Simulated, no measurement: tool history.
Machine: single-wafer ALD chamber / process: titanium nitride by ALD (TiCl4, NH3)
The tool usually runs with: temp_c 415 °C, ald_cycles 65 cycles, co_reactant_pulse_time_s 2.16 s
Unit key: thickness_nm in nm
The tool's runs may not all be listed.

run,hour,temp_c,ald_cycles,co_reactant_pulse_time_s,"read-back reference wafer on the same gauge, thickness_nm",thickness_nm
1,0.0,420,65,2.16,1.668,1.463
2,59.7,420,65,2.16,1.668,1.467
3,120.0,420,65,2.16,1.667,1.470
4,173.4,415,65,2.16,1.667,1.462
5,274.0,415,65,2.16,1.665,1.466
6,337.0,415,65,2.16,1.666,1.455
7,431.6,415,65,2.16,1.665,1.460
8,529.5,415,65,2.16,1.662,1.459
9,636.7,426,65,2.16,1.659,1.458
10,693.6,426,65,2.16,1.656,1.452
11,760.1,426,65,2.16,1.657,1.458
12,860.4,406,65,2.16,1.651,1.442
13,897.2,415,65,2.16,1.652,1.445
# hour 919.2: thermocouple changed; heater temperature recalibrated
14,961.3,415,65,2.16,1.650,1.451
15,1046.6,415,54,1.78,1.645,1.191
16,1108.3,427,74,3.01,1.641,1.653
17,1157.9,415,59,1.90,1.640,1.296
18,1233.2,408,65,1.39,1.634,1.402
19,1334.4,415,60,2.53,1.635,1.323
20,1375.4,415,65,2.16,1.631,1.433
21,1460.0,409,65,2.16,1.628,1.425
# hour 1501.6: gauge calibrated
# hour 1502.3: showerhead replaced
22,1533.7,415,56,2.51,1.670,1.264
23,1619.1,415,65,2.16,1.671,1.462
24,1719.8,406,65,2.16,1.670,1.455
25,1760.6,424,74,1.70,1.669,1.652
26,1861.3,403,65,1.66,1.670,1.460
27,1909.4,415,65,2.16,1.671,1.459
28,1999.0,429,73,2.81,1.667,1.645
29,2057.3,425,65,1.82,1.669,1.470

Forecast each of these 4 alternatives for the next run:
A,2057.8,415,65,2.16,?,?
B,2057.8,403,60,2.16,?,?
C,2057.8,415,77,2.16,?,?
D,2057.8,404,62,2.16,?,?

run,"read-back reference wafer on the same gauge, thickness_nm",thickness_nm
A,1.667,1.474
B,1.667,1.355
C,1.667,1.746
D,1.667,1.401
What these runs would have given with no unlogged condition in the tool:
run,thickness_nm
A,1.477
B,1.358
C,1.750
D,1.404
